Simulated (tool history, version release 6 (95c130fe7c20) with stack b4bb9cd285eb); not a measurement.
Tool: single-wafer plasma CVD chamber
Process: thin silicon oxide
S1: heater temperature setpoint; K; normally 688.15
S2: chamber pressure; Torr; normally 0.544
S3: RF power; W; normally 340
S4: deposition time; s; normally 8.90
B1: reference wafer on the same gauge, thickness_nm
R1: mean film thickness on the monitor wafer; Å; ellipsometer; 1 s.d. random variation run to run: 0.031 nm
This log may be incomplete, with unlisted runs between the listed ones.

| run | hour | S1 | S2 | S3 | S4 | B1 | R1 |
|---|---|---|---|---|---|---|---|
| 1 | 0.0 | 688.15 | 0.544 | 310 | 8.90 | 12.394 | 104.14 |
| 2 | 186.6 | 688.15 | 0.544 | 340 | 8.90 | 12.403 | 109.40 |
|  | 228.9 | RF generator calibrated |
| 3 | 229.4 | 688.15 | 0.544 | 340 | 8.90 | 12.401 | 108.78 |
| 4 | 268.9 | 688.15 | 0.544 | 340 | 8.90 | 12.401 | 109.11 |
| 5 | 321.8 | 696.15 | 0.544 | 340 | 8.90 | 12.403 | 108.42 |
| 6 | 346.9 | 696.15 | 0.544 | 340 | 8.90 | 12.402 | 108.41 |
| 7 | 381.9 | 696.15 | 0.544 | 340 | 8.90 | 12.407 | 108.15 |
|  | 405.6 | showerhead replaced |
| 8 | 450.1 | 688.15 | 0.544 | 340 | 8.90 | 12.408 | 108.70 |
| 9 | 484.3 | 675.15 | 0.454 | 310 | 7.88 | 12.408 | 81.69 |
|  | 642.7 | capacitance manometer re-zeroed and calibrated |
| 10 | 696.3 | 688.15 | 0.627 | 315 | 7.92 | 12.404 | 104.19 |
| 11 | 728.2 | 682.15 | 0.600 | 385 | 7.67 | 12.395 | 109.16 |
| 12 | 760.5 | 688.15 | 0.544 | 310 | 8.90 | 12.398 | 105.29 |
| 13 | 825.3 | 688.15 | 0.544 | 340 | 8.15 | 12.390 | 100.93 |
| 14 | 874.6 | 681.15 | 0.425 | 365 | 8.33 | 12.398 | 92.10 |
| 15 | 903.0 | 695.15 | 0.544 | 280 | 8.90 | 12.398 | 96.68 |
|  | 917.2 | gauge calibrated |
|  | 918.2 | thermocouple changed; heater temperature recalibrated |
| 16 | 972.2 | 675.15 | 0.544 | 375 | 8.90 | 12.398 | 116.04 |
| 17 | 1016.8 | 688.15 | 0.544 | 340 | 8.90 | 12.399 | 109.25 |
| 18 | 1053.9 | 688.15 | 0.544 | 340 | 8.90 | 12.400 | 109.09 |
| 19 | 1081.0 | 678.15 | 0.447 | 360 | 8.13 | 12.408 | 91.44 |
| 20 | 1116.9 | 676.15 | 0.544 | 295 | 7.24 | 12.400 | 81.56 |
| 21 | 1154.5 | 702.15 | 0.544 | 365 | 8.90 | 12.408 | 112.42 |
| 22 | 1368.8 | 688.15 | 0.490 | 300 | 8.90 | 12.401 | 93.99 |
| 23 | 1425.5 | 699.15 | 0.544 | 340 | 9.55 | 12.398 | 115.48 |
| 24 | 1466.8 | 688.15 | 0.544 | 400 | 8.90 | 12.398 | 117.66 |
|  | 1532.4 | capacitance manometer re-zeroed and calibrated |
| 25 | 1532.9 | 698.15 | 0.544 | 340 | 8.90 | 12.410 | 111.16 |
| 26 | 1578.7 | 695.15 | 0.544 | 340 | 10.57 | 12.395 | 131.62 |
| 27 | 1634.8 | 696.15 | 0.544 | 340 | 8.90 | 12.399 | 110.34 |

Alternative continuations, all from the tool just after run 27; predict every row:
| A | 1635.2 | 688.15 | 0.544 | 340 | 8.33 | ? | ? |
| B | 1635.2 | 688.15 | 0.452 | 320 | 8.90 | ? | ? |
| C | 1635.2 | 683.15 | 0.592 | 340 | 8.90 | ? | ? |
| D | 1635.2 | 697.15 | 0.669 | 340 | 8.90 | ? | ? |
| E | 1635.2 | 700.15 | 0.644 | 340 | 7.27 | ? | ? |

| run | B1 | R1 |
|---|---|---|
| A | 12.403 | 103.83 |
| B | 12.403 | 95.36 |
| C | 12.403 | 117.63 |
| D | 12.403 | 126.65 |
| E | 12.403 | 100.71 |
The same runs, with their run-to-run variation unchanged, on a tool lacking any hidden condition would have given:
| run | R1 |
|---|---|
| A | 104.91 |
| B | 96.35 |
| C | 118.85 |
| D | 127.92 |
| E | 101.72 |

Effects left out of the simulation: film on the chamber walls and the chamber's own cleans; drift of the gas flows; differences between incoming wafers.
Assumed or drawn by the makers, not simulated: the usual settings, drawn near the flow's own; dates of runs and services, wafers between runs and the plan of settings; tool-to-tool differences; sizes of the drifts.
